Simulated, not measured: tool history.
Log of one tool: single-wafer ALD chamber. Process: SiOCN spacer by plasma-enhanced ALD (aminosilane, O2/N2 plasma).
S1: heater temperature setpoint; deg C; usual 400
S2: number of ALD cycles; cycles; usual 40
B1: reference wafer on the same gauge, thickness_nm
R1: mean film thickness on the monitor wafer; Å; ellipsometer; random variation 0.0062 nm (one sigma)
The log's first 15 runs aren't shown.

run 16 hour=228.7 | S1=400 S2=40 | B1=2.849 | R1=24.61
run 17 hour=238.2 | S1=400 S2=40 | B1=2.851 | R1=24.70
run 18 hour=247.7 | S1=405 S2=35 | B1=2.850 | R1=21.15
run 19 hour=255.4 | S1=400 S2=37 | B1=2.850 | R1=22.85
run 20 hour=264.2 | S1=388 S2=33 | B1=2.849 | R1=20.39
run 21 hour=278.0 | S1=400 S2=40 | B1=2.851 | R1=24.74
run 22 hour=285.9 | S1=408 S2=40 | B1=2.847 | R1=23.96
run 23 hour=294.5 | S1=400 S2=40 | B1=2.848 | R1=24.61
-- hour=309.8 gauge calibrated
run 24 hour=311.4 | S1=394 S2=47 | B1=2.847 | R1=28.95
run 25 hour=318.0 | S1=400 S2=43 | B1=2.849 | R1=26.50
run 26 hour=325.6 | S1=400 S2=38 | B1=2.850 | R1=23.52
run 27 hour=340.6 | S1=394 S2=40 | B1=2.851 | R1=24.60
run 28 hour=350.8 | S1=400 S2=40 | B1=2.852 | R1=24.67
run 29 hour=357.6 | S1=407 S2=44 | B1=2.850 | R1=26.51
run 30 hour=371.0 | S1=391 S2=40 | B1=2.850 | R1=24.55
run 31 hour=383.1 | S1=406 S2=34 | B1=2.850 | R1=20.53
run 32 hour=391.7 | S1=407 S2=42 | B1=2.852 | R1=25.23
run 33 hour=407.5 | S1=412 S2=40 | B1=2.850 | R1=23.60

Forecast each of these 3 alternatives for the next run:
run A hour=408.0 | S1=410 S2=40 | B1=? | R1=?
run B hour=408.0 | S1=410 S2=34 | B1=? | R1=?
run C hour=408.0 | S1=385 S2=33 | B1=? | R1=?

run=A B1=2.853 R1=23.76
run=B B1=2.853 R1=20.20
run=C B1=2.853 R1=20.30
Without the tool's hidden state the same runs would have given:
run=A R1=23.76
run=B R1=20.20
run=C R1=20.30
